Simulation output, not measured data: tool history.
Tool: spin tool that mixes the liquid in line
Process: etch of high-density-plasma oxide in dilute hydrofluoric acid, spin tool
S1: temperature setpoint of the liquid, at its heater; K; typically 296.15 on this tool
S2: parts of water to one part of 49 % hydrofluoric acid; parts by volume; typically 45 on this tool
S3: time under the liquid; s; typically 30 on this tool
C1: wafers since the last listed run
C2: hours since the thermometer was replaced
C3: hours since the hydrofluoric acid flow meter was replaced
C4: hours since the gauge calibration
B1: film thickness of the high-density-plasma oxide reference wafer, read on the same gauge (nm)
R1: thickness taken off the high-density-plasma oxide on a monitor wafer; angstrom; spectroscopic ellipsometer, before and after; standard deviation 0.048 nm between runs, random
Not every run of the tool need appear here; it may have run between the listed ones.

run,hour,S1,S2,S3,C1,C2,C3,C4,B1,R1
1,0,296.15,45,30,0,1555,1848.5,731.8,110,45.8
2,15.5,296.15,45,30,134,1570.5,1864,747.3,110,44.9
3,34.4,296.15,45,30,164,1589.4,1882.9,766.2,110.01,45.7
4,52.7,296.15,45,15,159,1607.7,1901.2,784.5,109.99,22.2
5,77.1,296.15,45,15,212,1632.1,1925.6,808.9,109.99,23
6,96.6,296.15,45,15,169,1651.6,1945.1,828.4,110,22.4
7,113.9,296.15,35,30,150,1668.9,1962.4,845.7,110.02,58.7
8,145,297.65,25,45,270,1700,1993.5,876.8,110.01,131.9
9,174.4,296.15,45,30,255,1729.4,2022.9,906.2,110,44.6
10,206.6,298.15,45,30,280,1761.6,2055.1,938.4,109.99,48.9
# hour 211.9: hydrofluoric acid flow meter replaced
11,225.4,298.15,35,30,154,1780.4,13.5,957.2,109.98,63.4
12,241.1,292.15,40,50,136,1796.1,29.2,972.9,110,70.6
13,263.2,298.15,40,40,192,1818.2,51.3,995,110.01,72.3
14,284.3,296.15,60,30,183,1839.3,72.4,1016.1,109.99,32.7
# hour 297.2: gauge calibrated
15,307.8,296.15,45,30,204,1862.8,95.9,10.6,110,44.1
16,335.4,293.65,45,20,240,1890.4,123.5,38.2,110,26.9
17,354.9,296.15,45,25,169,1909.9,143,57.7,109.99,36.3
18,379.6,291.65,35,30,214,1934.6,167.7,82.4,110,46.8
# hour 387.8: thermometer replaced
19,471.6,298.65,35,30,792,83.8,259.7,174.4,109.99,70.6
20,498,296.15,45,30,229,110.2,286.1,200.8,110.01,49.3
21,523,300.65,45,20,217,135.2,311.1,225.8,109.99,39.2
22,540.3,292.15,30,40,150,152.5,328.4,243.1,110,84.2
23,563,298.65,35,45,197,175.2,351.1,265.8,109.99,104.7
24,575.7,292.15,50,45,110,187.9,363.8,278.5,110.01,55.3
25,587.9,296.15,45,30,106,200.1,376,290.7,109.99,48.4
26,608.5,296.15,25,30,179,220.7,396.6,311.3,109.99,89.9
27,625.8,296.15,30,30,150,238,413.9,328.6,109.99,74.3
28,661.3,298.65,50,40,308,273.5,449.4,364.1,110.01,64
29,680.1,294.65,45,30,163,292.3,468.2,382.9,110.01,45.8
30,692.6,296.15,45,30,108,304.8,480.7,395.4,109.99,47.7
31,722.1,296.15,35,25,256,334.3,510.2,424.9,110,53.4

Results for each run, recomputed without the tool's hidden state and with each run's random variation untouched:
Hidden state at play: liquid colder than its thermometer reads (K); hydrofluoric acid flow above the setpoint (%); gauge reads high (%).
run,R1
1,49.8
2,48.8
3,49.8
4,24.2
5,25.1
6,24.5
7,64.2
8,144.4
9,48.9
10,53.6
11,69.7
12,77.9
13,79.5
14,36
15,48.7
16,29.8
17,40.2
18,52
19,71.1
20,49.7
21,39.6
22,85.1
23,105.9
24,56
25,49
26,91.2
27,75.5
28,65
29,46.6
30,48.5
31,54.4

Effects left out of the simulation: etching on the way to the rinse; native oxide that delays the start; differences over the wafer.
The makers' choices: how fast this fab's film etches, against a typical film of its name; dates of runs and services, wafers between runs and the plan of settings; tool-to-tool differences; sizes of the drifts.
